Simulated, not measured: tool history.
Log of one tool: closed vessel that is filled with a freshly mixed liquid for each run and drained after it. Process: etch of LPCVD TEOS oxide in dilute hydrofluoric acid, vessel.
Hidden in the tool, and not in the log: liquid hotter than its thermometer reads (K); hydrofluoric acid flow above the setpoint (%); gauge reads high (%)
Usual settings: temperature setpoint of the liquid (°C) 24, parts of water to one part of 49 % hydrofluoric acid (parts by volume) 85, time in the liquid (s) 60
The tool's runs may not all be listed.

run	hour	temperature setpoint of the liquid (°C)	parts of water to one part of 49 % hydrofluoric acid (parts by volume)	time in the liquid (s)	wafers since the last listed run	hours since the thermometer was replaced	hours since the hydrofluoric acid flow meter was replaced	hours since the gauge calibration	read-back film thickness of the LPCVD TEOS oxide reference wafer, read on the same gauge (nm)	thickness taken off the LPCVD TEOS oxide on a monitor wafer (Å)
1	0	24	55	60	0	420.8	598.5	825.4	29.99	557.8
2	75.3	24	55	60	10970	496.1	673.8	900.7	30	576.2
3	169	27	85	35	13651	589.8	767.5	994.4	29.99	233.8
# hour 182.4: hydrofluoric acid flow meter replaced
4	266.4	24	85	60	14044	687.2	84	1091.8	30.01	343.8
5	318.5	24	85	60	7590	739.3	136.1	1143.9	30	351.4
6	390.8	24	85	60	10533	811.6	208.4	1216.2	30.01	349.2
7	434.8	24	85	60	6410	855.6	252.4	1260.2	30.02	352.9
8	486.5	24	85	60	7532	907.3	304.1	1311.9	30	350.2
9	552.1	24	85	60	9557	972.9	369.7	1377.5	29.99	361.3
10	601.8	24	85	60	7240	1022.6	419.4	1427.2	30.02	362
11	667.1	24	85	60	9513	1087.9	484.7	1492.5	29.99	365.4
12	769.7	24	120	60	14948	1190.5	587.3	1595.1	30	247.9
13	830.8	21.5	60	50	8901	1251.6	648.4	1656.2	30.02	406.2
14	879.9	24	85	80	7153	1300.7	697.5	1705.3	30	497.5
# hour 932.8: hydrofluoric acid flow meter replaced
15	938.8	24	115	45	8435	1359.6	6	1764.2	30.01	191.6
16	1032.1	27	65	60	13593	1452.9	99.3	1857.5	30	552.1
# hour 1081.3: gauge calibrated
# hour 1124.4: thermometer replaced
17	1342.6	21.5	65	60	45092	218.2	409.8	261.3	30.02	418
18	1448	27	85	40	15356	323.6	515.2	366.7	30	263.2
19	1511.8	28.5	120	30	9295	387.4	579	430.5	29.99	142.4
20	1603.5	27.5	115	60	13360	479.1	670.7	522.2	29.99	290.5
21	1705	28	60	60	14787	580.6	772.2	623.7	30	616.2

Run 22 comes next. What will it give?
22	1744	24	85	75	5682	619.6	811.2	662.7	?	?

read-back film thickness of the LPCVD TEOS oxide reference wafer, read on the same gauge (nm): 30
thickness taken off the LPCVD TEOS oxide on a monitor wafer (Å): 444.4
Without the tool's hidden state the same run would have given thickness taken off the LPCVD TEOS oxide on a monitor wafer (Å) 404.5.

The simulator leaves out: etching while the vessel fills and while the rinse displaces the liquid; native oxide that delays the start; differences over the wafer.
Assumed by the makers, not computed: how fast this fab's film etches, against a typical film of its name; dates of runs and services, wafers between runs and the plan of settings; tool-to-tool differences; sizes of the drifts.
